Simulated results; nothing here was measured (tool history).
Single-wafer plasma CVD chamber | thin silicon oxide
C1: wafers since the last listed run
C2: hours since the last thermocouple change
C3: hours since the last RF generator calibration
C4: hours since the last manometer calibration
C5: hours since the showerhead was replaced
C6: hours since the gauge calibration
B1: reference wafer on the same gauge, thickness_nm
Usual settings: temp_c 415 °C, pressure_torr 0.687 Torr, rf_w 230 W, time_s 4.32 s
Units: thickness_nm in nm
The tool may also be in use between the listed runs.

run 1 day=0.000 | temp_c=415 pressure_torr=0.822 rf_w=230 time_s=4.32 | C1=0 C2=1832.6 C3=694.4 C4=184.9 C5=310.9 C6=18.6 | B1=5.087 | thickness_nm=7.134
run 2 day=1.062 | temp_c=415 pressure_torr=0.822 rf_w=230 time_s=4.32 | C1=1340 C2=1858.1 C3=719.9 C4=210.4 C5=336.4 C6=44.1 | B1=5.086 | thickness_nm=7.109
run 3 day=3.267 | temp_c=427 pressure_torr=0.687 rf_w=210 time_s=4.32 | C1=2779 C2=1911.0 C3=772.8 C4=263.3 C5=389.3 C6=97.0 | B1=5.080 | thickness_nm=5.710
run 4 day=5.125 | temp_c=415 pressure_torr=0.687 rf_w=230 time_s=4.32 | C1=2343 C2=1955.6 C3=817.4 C4=307.9 C5=433.9 C6=141.6 | B1=5.077 | thickness_nm=6.028
run 5 day=8.050 | temp_c=415 pressure_torr=0.687 rf_w=230 time_s=4.32 | C1=3689 C2=2025.8 C3=887.6 C4=378.1 C5=504.1 C6=211.8 | B1=5.078 | thickness_nm=5.976
run 6 day=9.350 | temp_c=409 pressure_torr=0.687 rf_w=230 time_s=4.10 | C1=1639 C2=2057.0 C3=918.8 C4=409.3 C5=535.3 C6=243.0 | B1=5.084 | thickness_nm=5.647
run 7 day=12.158 | temp_c=406 pressure_torr=0.687 rf_w=230 time_s=4.32 | C1=3541 C2=2124.4 C3=986.2 C4=476.7 C5=602.7 C6=310.4 | B1=5.085 | thickness_nm=5.995
-- day=14.038 thermocouple changed; heater temperature recalibrated
run 8 day=14.150 | temp_c=406 pressure_torr=0.687 rf_w=230 time_s=4.32 | C1=2091 C2=2.7 C3=1034.0 C4=524.5 C5=650.5 C6=358.2 | B1=5.076 | thickness_nm=5.955
run 9 day=15.442 | temp_c=419 pressure_torr=0.732 rf_w=195 time_s=3.73 | C1=1629 C2=33.7 C3=1065.0 C4=555.5 C5=681.5 C6=389.2 | B1=5.083 | thickness_nm=5.120
run 10 day=17.425 | temp_c=429 pressure_torr=0.734 rf_w=230 time_s=3.71 | C1=2501 C2=81.3 C3=1112.6 C4=603.1 C5=729.1 C6=436.8 | B1=5.081 | thickness_nm=5.398
run 11 day=18.754 | temp_c=415 pressure_torr=0.687 rf_w=230 time_s=4.32 | C1=1676 C2=113.2 C3=1144.5 C4=635.0 C5=761.0 C6=468.7 | B1=5.078 | thickness_nm=5.862
run 12 day=20.017 | temp_c=401 pressure_torr=0.687 rf_w=190 time_s=3.46 | C1=1592 C2=143.5 C3=1174.8 C4=665.3 C5=791.3 C6=499.0 | B1=5.081 | thickness_nm=4.432
run 13 day=21.142 | temp_c=415 pressure_torr=0.536 rf_w=270 time_s=4.32 | C1=1418 C2=170.5 C3=1201.8 C4=692.3 C5=818.3 C6=526.0 | B1=5.087 | thickness_nm=4.843
-- day=24.600 RF generator calibrated
run 14 day=26.683 | temp_c=406 pressure_torr=0.831 rf_w=265 time_s=4.32 | C1=6568 C2=303.5 C3=50.0 C4=825.3 C5=951.3 C6=659.0 | B1=5.078 | thickness_nm=7.672
run 15 day=28.329 | temp_c=415 pressure_torr=0.536 rf_w=270 time_s=4.32 | C1=2075 C2=343.0 C3=89.5 C4=864.8 C5=990.8 C6=698.5 | B1=5.078 | thickness_nm=4.952
run 16 day=30.129 | temp_c=415 pressure_torr=0.687 rf_w=230 time_s=4.32 | C1=2270 C2=386.2 C3=132.7 C4=908.0 C5=1034.0 C6=741.7 | B1=5.075 | thickness_nm=5.977
run 17 day=31.629 | temp_c=415 pressure_torr=0.687 rf_w=260 time_s=4.32 | C1=1891 C2=422.2 C3=168.7 C4=944.0 C5=1070.0 C6=777.7 | B1=5.081 | thickness_nm=6.305
run 18 day=33.821 | temp_c=408 pressure_torr=0.687 rf_w=230 time_s=4.32 | C1=2764 C2=474.8 C3=221.3 C4=996.6 C5=1122.6 C6=830.3 | B1=5.077 | thickness_nm=6.043
run 19 day=36.367 | temp_c=415 pressure_torr=0.687 rf_w=230 time_s=4.72 | C1=3210 C2=535.9 C3=282.4 C4=1057.7 C5=1183.7 C6=891.4 | B1=5.084 | thickness_nm=6.552
run 20 day=39.342 | temp_c=409 pressure_torr=0.687 rf_w=230 time_s=4.32 | C1=3752 C2=607.3 C3=353.8 C4=1129.1 C5=1255.1 C6=962.8 | B1=5.079 | thickness_nm=6.030
run 21 day=40.400 | temp_c=415 pressure_torr=0.526 rf_w=275 time_s=4.32 | C1=1334 C2=632.7 C3=379.2 C4=1154.5 C5=1280.5 C6=988.2 | B1=5.074 | thickness_nm=4.852
run 22 day=42.158 | temp_c=415 pressure_torr=0.687 rf_w=230 time_s=4.32 | C1=2217 C2=674.9 C3=421.4 C4=1196.7 C5=1322.7 C6=1030.4 | B1=5.078 | thickness_nm=5.957
run 23 day=43.742 | temp_c=423 pressure_torr=0.687 rf_w=270 time_s=3.89 | C1=1996 C2=712.9 C3=459.4 C4=1234.7 C5=1360.7 C6=1068.4 | B1=5.078 | thickness_nm=5.651
run 24 day=46.600 | temp_c=415 pressure_torr=0.854 rf_w=195 time_s=3.90 | C1=3604 C2=781.5 C3=528.0 C4=1303.3 C5=1429.3 C6=1137.0 | B1=5.080 | thickness_nm=6.202
run 25 day=48.329 | temp_c=427 pressure_torr=0.687 rf_w=270 time_s=4.32 | C1=2180 C2=823.0 C3=569.5 C4=1344.8 C5=1470.8 C6=1178.5 | B1=5.081 | thickness_nm=6.202
run 26 day=50.833 | temp_c=415 pressure_torr=0.748 rf_w=200 time_s=4.32 | C1=3158 C2=883.1 C3=629.6 C4=1404.9 C5=1530.9 C6=1238.6 | B1=5.080 | thickness_nm=6.097
run 27 day=52.229 | temp_c=415 pressure_torr=0.687 rf_w=230 time_s=4.32 | C1=1760 C2=916.6 C3=663.1 C4=1438.4 C5=1564.4 C6=1272.1 | B1=5.081 | thickness_nm=5.890
run 28 day=53.979 | temp_c=405 pressure_torr=0.591 rf_w=230 time_s=4.32 | C1=2207 C2=958.6 C3=705.1 C4=1480.4 C5=1606.4 C6=1314.1 | B1=5.074 | thickness_nm=5.094

Forecast each of these 5 alternatives for the next run:
run A day=53.996 | temp_c=415 pressure_torr=0.687 rf_w=230 time_s=4.32 | C1=21 C2=959.0 C3=705.5 C4=1480.8 C5=1606.8 C6=1314.5 | B1=? | thickness_nm=?
run B day=53.996 | temp_c=415 pressure_torr=0.564 rf_w=230 time_s=4.32 | C1=21 C2=959.0 C3=705.5 C4=1480.8 C5=1606.8 C6=1314.5 | B1=? | thickness_nm=?
run C day=53.996 | temp_c=415 pressure_torr=0.687 rf_w=190 time_s=4.32 | C1=21 C2=959.0 C3=705.5 C4=1480.8 C5=1606.8 C6=1314.5 | B1=? | thickness_nm=?
run D day=53.996 | temp_c=407 pressure_torr=0.750 rf_w=230 time_s=4.32 | C1=21 C2=959.0 C3=705.5 C4=1480.8 C5=1606.8 C6=1314.5 | B1=? | thickness_nm=?
run E day=53.996 | temp_c=421 pressure_torr=0.687 rf_w=210 time_s=4.32 | C1=21 C2=959.0 C3=705.5 C4=1480.8 C5=1606.8 C6=1314.5 | B1=? | thickness_nm=?

run=A B1=5.087 thickness_nm=5.878
run=B B1=5.087 thickness_nm=4.799
run=C B1=5.087 thickness_nm=5.448
run=D B1=5.087 thickness_nm=6.448
run=E B1=5.087 thickness_nm=5.646
Without the tool's hidden state the same runs would have given:
run=A thickness_nm=6.089
run=B thickness_nm=4.976
run=C thickness_nm=5.653
run=D thickness_nm=6.678
run=E thickness_nm=5.856
